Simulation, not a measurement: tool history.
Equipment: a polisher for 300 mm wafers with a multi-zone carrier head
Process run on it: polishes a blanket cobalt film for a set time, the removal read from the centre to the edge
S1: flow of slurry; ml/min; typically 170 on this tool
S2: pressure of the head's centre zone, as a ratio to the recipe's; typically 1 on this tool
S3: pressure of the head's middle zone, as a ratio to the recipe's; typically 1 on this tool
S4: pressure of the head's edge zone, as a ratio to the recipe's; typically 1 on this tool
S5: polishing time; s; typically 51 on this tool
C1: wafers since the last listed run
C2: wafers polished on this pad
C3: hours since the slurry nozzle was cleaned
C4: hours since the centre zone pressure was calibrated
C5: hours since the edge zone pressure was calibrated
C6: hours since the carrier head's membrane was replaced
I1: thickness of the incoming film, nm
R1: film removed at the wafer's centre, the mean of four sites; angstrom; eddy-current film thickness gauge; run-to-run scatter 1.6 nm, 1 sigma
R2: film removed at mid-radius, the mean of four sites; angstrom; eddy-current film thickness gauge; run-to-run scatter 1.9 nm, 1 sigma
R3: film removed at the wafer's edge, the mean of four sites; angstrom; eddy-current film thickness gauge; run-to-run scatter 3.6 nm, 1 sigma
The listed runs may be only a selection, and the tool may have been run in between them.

Run 1, hour 0: usual settings but S4 1.1; C1 0; C2 1605; C3 302.5; C4 208.4; C5 580.3; C6 228.3; I1 728. Result: R1 2544 angstrom, R2 2481 angstrom, R3 2690 angstrom.
Run 2, hour 28.5: usual settings but S2 1.07, S5 40 s; C1 285; C2 1891; C3 331; C4 236.9; C5 608.8; C6 256.8; I1 744.3. Result: R1 2145 angstrom, R2 1948 angstrom, R3 2034 angstrom.
Run 3, hour 76: usual settings; C1 475; C2 2366; C3 378.5; C4 284.4; C5 656.3; C6 304.3; I1 753.1. Result: R1 2530 angstrom, R2 2461 angstrom, R3 2585 angstrom.
At hour 82.9: edge zone pressure recalibrated.
Run 4, hour 137.5: usual settings but S1 200 ml/min, S3 0.96, S4 1.09, S5 38 s; C1 595; C2 2961; C3 440; C4 345.9; C5 54.6; C6 365.8; I1 733.1. Result: R1 1957 angstrom, R2 1861 angstrom, R3 2091 angstrom.
Run 5, hour 174.8: usual settings; C1 373; C2 3334; C3 477.3; C4 383.2; C5 91.9; C6 403.1; I1 734.1. Result: R1 2559 angstrom, R2 2477 angstrom, R3 2530 angstrom.
Run 6, hour 202.8: usual settings; C1 280; C2 3614; C3 505.3; C4 411.2; C5 119.9; C6 431.1; I1 743.3. Result: R1 2527 angstrom, R2 2510 angstrom, R3 2613 angstrom.
At hour 267.2: slurry nozzle cleaned.
Run 7, hour 271.2: usual settings; C1 674; C2 4289; C3 4; C4 479.6; C5 188.3; C6 499.5; I1 738.7. Result: R1 2550 angstrom, R2 2496 angstrom, R3 2545 angstrom.
At hour 279.8: centre zone pressure recalibrated.
Run 8, hour 318.7: usual settings but S1 145 ml/min, S3 0.89, S4 0.94; C1 455; C2 4744; C3 51.5; C4 38.9; C5 235.8; C6 547; I1 732.6. Result: R1 2446 angstrom, R2 2216 angstrom, R3 2458 angstrom.
Run 9, hour 348: usual settings but S1 195 ml/min, S4 0.92; C1 293; C2 5037; C3 80.8; C4 68.2; C5 265.1; C6 576.3; I1 735.9. Result: R1 2602 angstrom, R2 2540 angstrom, R3 2526 angstrom.
At hour 364.8: worn pad replaced by a new one.
Run 10, hour 396.9: usual settings but S5 39 s; C1 449; C2 321; C3 129.7; C4 117.1; C5 314; C6 625.2; I1 726.8. Result: R1 1911 angstrom, R2 1922 angstrom, R3 1959 angstrom.
Run 11, hour 421.3: usual settings but S4 1.02; C1 244; C2 565; C3 154.1; C4 141.5; C5 338.4; C6 649.6; I1 730.7. Result: R1 2558 angstrom, R2 2486 angstrom, R3 2568 angstrom.
Run 12, hour 492: usual settings but S1 205 ml/min, S3 1.04, S4 0.91; C1 707; C2 1272; C3 224.8; C4 212.2; C5 409.1; C6 720.3; I1 731.6. Result: R1 2603 angstrom, R2 2625 angstrom, R3 2538 angstrom.
Run 13, hour 554.8: usual settings but S1 195 ml/min, S2 1.03, S3 1.1, S5 57 s; C1 628; C2 1901; C3 287.6; C4 275; C5 471.9; C6 783.1; I1 740.5. Result: R1 3007 angstrom, R2 3030 angstrom, R3 2952 angstrom.
Run 14, hour 606.8: usual settings but S4 1.09; C1 520; C2 2421; C3 339.6; C4 327; C5 523.9; C6 835.1; I1 733.6. Result: R1 2564 angstrom, R2 2486 angstrom, R3 2698 angstrom.
At hour 615.1: edge zone pressure recalibrated.
Run 15, hour 671: usual settings but S1 145 ml/min, S2 1.07, S4 1.04, S5 60 s; C1 622; C2 3043; C3 403.8; C4 391.2; C5 55.9; C6 899.3; I1 749.5. Result: R1 3052 angstrom, R2 2837 angstrom, R3 3006 angstrom.
Run 16, hour 718.6: usual settings but S3 1.03; C1 476; C2 3519; C3 451.4; C4 438.8; C5 103.5; C6 946.9; I1 739.3. Result: R1 2526 angstrom, R2 2515 angstrom, R3 2612 angstrom.
At hour 730.1: slurry nozzle cleaned.
Run 17, hour 753.8: usual settings; C1 342; C2 3861; C3 23.7; C4 474; C5 138.7; C6 982.1; I1 739.6. Result: R1 2527 angstrom, R2 2520 angstrom, R3 2561 angstrom.
Run 18, hour 806.9: usual settings but S1 215 ml/min, S3 0.93, S5 57 s; C1 531; C2 4393; C3 76.8; C4 527.1; C5 191.8; C6 1035.2; I1 740.7. Result: R1 2986 angstrom, R2 2718 angstrom, R3 3027 angstrom.
At hour 850.4: centre zone pressure recalibrated.
At hour 855.9: carrier head's membrane replaced by a new one.
At hour 857.1: worn pad replaced by a new one.
Run 19, hour 876.4: usual settings; C1 613; C2 193; C3 146.3; C4 26; C5 261.3; C6 20.5; I1 735.1. Result: R1 2517 angstrom, R2 2498 angstrom, R3 2570 angstrom.
Run 20, hour 945.3: usual settings but S1 155 ml/min, S3 1.04, S4 0.96; C1 689; C2 882; C3 215.2; C4 94.9; C5 330.2; C6 89.4; I1 741.3. Result: R1 2480 angstrom, R2 2534 angstrom, R3 2449 angstrom.
Run 21, hour 1010.2: usual settings; C1 649; C2 1531; C3 280.1; C4 159.8; C5 395.1; C6 154.3; I1 739.1. Result: R1 2501 angstrom, R2 2472 angstrom, R3 2548 angstrom.
Run 22, hour 1073.8: usual settings but S1 225 ml/min, S5 45 s; C1 636; C2 2167; C3 343.7; C4 223.4; C5 458.7; C6 217.9; I1 743. Result: R1 2342 angstrom, R2 2316 angstrom, R3 2369 angstrom.
Run 23, hour 1108.1: usual settings but S1 200 ml/min, S3 0.89; C1 343; C2 2510; C3 378; C4 257.7; C5 493; C6 252.2; I1 743.1. Result: R1 2598 angstrom, R2 2348 angstrom, R3 2609 angstrom.

Here are 3 independent what-if runs from the current tool condition. What would each one return?
Run A, hour 1108.5: usual settings but S1 205 ml/min; C1 4; C2 2514; C3 378.4; C4 258.1; C5 493.4; C6 252.6; I1 746. Result: R1 ?, R2 ?, R3 ?.
Run B, hour 1108.5: usual settings but S1 125 ml/min; C1 4; C2 2514; C3 378.4; C4 258.1; C5 493.4; C6 252.6; I1 746. Result: R1 ?, R2 ?, R3 ?.
Run C, hour 1108.5: usual settings but S2 0.88, S5 62 s; C1 4; C2 2514; C3 378.4; C4 258.1; C5 493.4; C6 252.6; I1 746. Result: R1 ?, R2 ?, R3 ?.

run    R1    R2    R3
  A  2623  2539  2649
  B  2344  2297  2465
  C  2707  2993  3147
Without the tool's unlogged condition, the same runs would have read:
run    R1    R2    R3
  A  2623  2539  2649
  B  2344  2297  2465
  C  2707  2993  3147
